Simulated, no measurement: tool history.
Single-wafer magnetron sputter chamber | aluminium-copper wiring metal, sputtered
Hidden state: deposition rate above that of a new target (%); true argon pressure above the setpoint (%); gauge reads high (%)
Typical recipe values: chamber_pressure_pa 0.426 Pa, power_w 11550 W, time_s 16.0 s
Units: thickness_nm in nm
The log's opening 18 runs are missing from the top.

run    hour  chamber_pressure_pa  power_w  time_s  wafers since the last listed run  wafers on the sputter target  hours since the last manometer calibration  hours since the magnet pack was replaced  hours since the gauge calibration  read-back reference wafer on the same gauge, thickness_nm  thickness_nm
 19   968.2                0.426    11550    16.0                               581                          5493                                       665.2                                     619.0                              953.7                                                    256.490       319.255
 20  1020.6                0.278    11550    16.0                               964                          6457                                       717.6                                     671.4                             1006.1                                                    256.163       342.809
 21  1047.4                0.426    11550    17.5                               493                          6950                                       744.4                                     698.2                             1032.9                                                    255.606       351.231
 22  1075.9                0.426    11550    16.0                               524                          7475                                       772.9                                     726.7                             1061.4                                                    256.716       318.850
     1099.6  -- sputter target and shields replaced
 23  1134.6                0.374    11550    16.0                               933                           643                                       831.6                                     785.4                             1120.1                                                    256.591       327.862
 24  1158.6                0.426     9100    14.2                               441                          1085                                       855.6                                     809.4                             1144.1                                                    256.458       224.723
 25  1212.9                0.289     9100    13.7                               999                          2084                                       909.9                                     863.7                             1198.4                                                    257.222       230.695
 26  1246.5                0.591    10150    13.7                               618                          2703                                       943.5                                     897.3                             1232.0                                                    256.798       223.664
 27  1289.3                0.324    11550    16.0                               787                          3490                                       986.3                                     940.1                             1274.8                                                    257.607       337.650
     1300.2  -- capacitance manometer re-zeroed and calibrated
 28  1330.3                0.524    11550    18.5                               607                          4098                                        30.1                                     981.1                             1315.8                                                    257.383       354.399
 29  1395.6                0.426    10450    14.5                              1201                          5299                                        95.4                                    1046.4                             1381.1                                                    257.508       261.597
 30  1429.7                0.426    11550    16.0                               627                          5927                                       129.5                                    1080.5                             1415.2                                                    258.023       321.530
 31  1457.1                0.426    11550    16.0                               504                          6431                                       156.9                                    1107.9                             1442.6                                                    258.408       322.919
 32  1521.9                0.426     9700    16.0                              1192                          7624                                       221.7                                    1172.7                             1507.4                                                    258.393       268.438
     1550.8  -- sputter target and shields replaced
 33  1551.3                0.579    12350    18.9                               393                             9                                       251.1                                    1202.1                             1536.8                                                    257.733       377.262

Branching from run 33: 5 alternative next runs. What would each branch give?
  A  1551.7                0.426    11550    16.0                                 7                            17                                       251.5                                    1202.5                             1537.2                                                          ?             ?
  B  1551.7                0.517    11550    16.0                                 7                            17                                       251.5                                    1202.5                             1537.2                                                          ?             ?
  C  1551.7                0.546    11550    16.0                                 7                            17                                       251.5                                    1202.5                             1537.2                                                          ?             ?
  D  1551.7                0.309    13750    16.0                                 7                            17                                       251.5                                    1202.5                             1537.2                                                          ?             ?
  E  1551.7                0.526     9950    16.0                                 7                            17                                       251.5                                    1202.5                             1537.2                                                          ?             ?

run  read-back reference wafer on the same gauge, thickness_nm  thickness_nm
  A                                                    258.837       321.963
  B                                                    258.837       308.181
  C                                                    258.837       303.962
  D                                                    258.837       405.919
  E                                                    258.837       264.354
Had the tool no hidden state, the same runs would have come out as:
run  thickness_nm
  A       313.911
  B       300.473
  C       296.360
  D       395.767
  E       257.742

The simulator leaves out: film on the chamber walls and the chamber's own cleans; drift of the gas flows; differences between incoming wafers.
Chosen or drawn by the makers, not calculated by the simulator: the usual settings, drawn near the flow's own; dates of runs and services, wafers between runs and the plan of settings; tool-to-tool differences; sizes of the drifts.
